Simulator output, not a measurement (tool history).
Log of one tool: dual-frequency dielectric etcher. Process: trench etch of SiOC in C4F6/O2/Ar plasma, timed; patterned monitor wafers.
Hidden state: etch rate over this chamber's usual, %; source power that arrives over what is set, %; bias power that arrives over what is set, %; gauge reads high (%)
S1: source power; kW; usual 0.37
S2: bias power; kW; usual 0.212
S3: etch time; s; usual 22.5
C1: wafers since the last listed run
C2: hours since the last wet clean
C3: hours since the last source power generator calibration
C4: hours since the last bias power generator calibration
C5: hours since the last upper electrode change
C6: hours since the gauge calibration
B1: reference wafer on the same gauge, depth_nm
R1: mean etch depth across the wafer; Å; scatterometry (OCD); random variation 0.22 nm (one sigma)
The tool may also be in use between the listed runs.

run	hour	S1	S2	S3	C1	C2	C3	C4	C5	C6	B1	R1
1	0	0.37	0.212	22.5	0	210.5	1253.1	1590.3	1606.7	67.8	42.32	439.5
2	30.7	0.37	0.212	22.5	630	241.2	1283.8	1621	1637.4	98.5	42.28	441.6
3	83.9	0.37	0.212	22.5	1093	294.4	1337	1674.2	1690.6	151.7	42.31	439.3
4	135.6	0.31	0.212	22.5	1062	346.1	1388.7	1725.9	1742.3	203.4	42.34	416.5
5	163.6	0.31	0.212	22.5	575	374.1	1416.7	1753.9	1770.3	231.4	42.32	412.8
6	234.2	0.37	0.212	22.5	1451	444.7	1487.3	1824.5	1840.9	302	42.29	436.5
7	279.5	0.37	0.212	22.5	931	490	1532.6	1869.8	1886.2	347.3	42.26	433.4
# hour 322.3: wet clean of the chamber
8	322.8	0.37	0.212	22.5	396	0.5	1575.9	1913.1	1929.5	390.6	42.25	446.5
9	349.9	0.37	0.212	22.5	556	27.6	1603	1940.2	1956.6	417.7	42.29	446.6
# hour 387.1: source power generator calibrated
10	419.9	0.37	0.212	22.5	1356	97.6	32.8	2010.2	2026.6	487.7	42.28	444
11	451.1	0.37	0.212	22.5	641	128.8	64	2041.4	2057.8	518.9	42.31	444.6
12	495.3	0.37	0.212	22.5	908	173	108.2	2085.6	2102	563.1	42.28	441.5
13	554.1	0.37	0.212	22.5	1208	231.8	167	2144.4	2160.8	621.9	42.3	441.2
14	622.7	0.37	0.212	22.5	1409	300.4	235.6	2213	2229.4	690.5	42.31	441.2
# hour 644.4: gauge calibrated
15	647	0.4	0.212	16	499	324.7	259.9	2237.3	2253.7	2.6	42.3	317.7
16	693.5	0.37	0.236	22.5	955	371.2	306.4	2283.8	2300.2	49.1	42.28	450.3
17	750.2	0.37	0.212	22.5	1165	427.9	363.1	2340.5	2356.9	105.8	42.26	437.4
18	791.4	0.42	0.212	16	846	469.1	404.3	2381.7	2398.1	147	42.32	320.7
19	834.9	0.32	0.164	16.5	894	512.6	447.8	2425.2	2441.6	190.5	42.3	285.9
# hour 902.5: wet clean of the chamber
# hour 913.4: upper electrode replaced
20	913.9	0.37	0.212	22.5	907	11.4	526.8	2504.2	0.5	269.5	42.28	449.5
21	914.2	0.37	0.212	22.5	6	11.7	527.1	2504.5	0.8	269.8	42.3	445.2
# hour 922.3: bias power generator calibrated
22	955.7	0.45	0.192	19.5	770	53.2	568.6	33.4	42.3	311.3	42.3	403
23	1005.2	0.43	0.244	18	1017	102.7	618.1	82.9	91.8	360.8	42.28	386.1
24	1050.5	0.42	0.212	22.5	931	148	663.4	128.2	137.1	406.1	42.32	466
25	1114.7	0.28	0.212	20	1319	212.2	727.6	192.4	201.3	470.3	42.28	362.4
26	1158.9	0.37	0.212	22.5	908	256.4	771.8	236.6	245.5	514.5	42.29	442.7
27	1191.4	0.37	0.212	22.5	667	288.9	804.3	269.1	278	547	42.29	440
28	1235.6	0.32	0.171	22.5	908	333.1	848.5	313.3	322.2	591.2	42.29	396.8

Forecast each of these 4 alternatives for the next run:
A	1236	0.37	0.212	22.5	8	333.5	848.9	313.7	322.6	591.6	?	?
B	1236	0.29	0.169	27	8	333.5	848.9	313.7	322.6	591.6	?	?
C	1236	0.33	0.212	28	8	333.5	848.9	313.7	322.6	591.6	?	?
D	1236	0.28	0.212	22.5	8	333.5	848.9	313.7	322.6	591.6	?	?

run	B1	R1
A	42.29	435.5
B	42.29	456.3
C	42.29	522.4
D	42.29	398.8
Without the tool's hidden state the same runs would have given:
run	R1
A	444.6
B	465.7
C	533.3
D	407.1

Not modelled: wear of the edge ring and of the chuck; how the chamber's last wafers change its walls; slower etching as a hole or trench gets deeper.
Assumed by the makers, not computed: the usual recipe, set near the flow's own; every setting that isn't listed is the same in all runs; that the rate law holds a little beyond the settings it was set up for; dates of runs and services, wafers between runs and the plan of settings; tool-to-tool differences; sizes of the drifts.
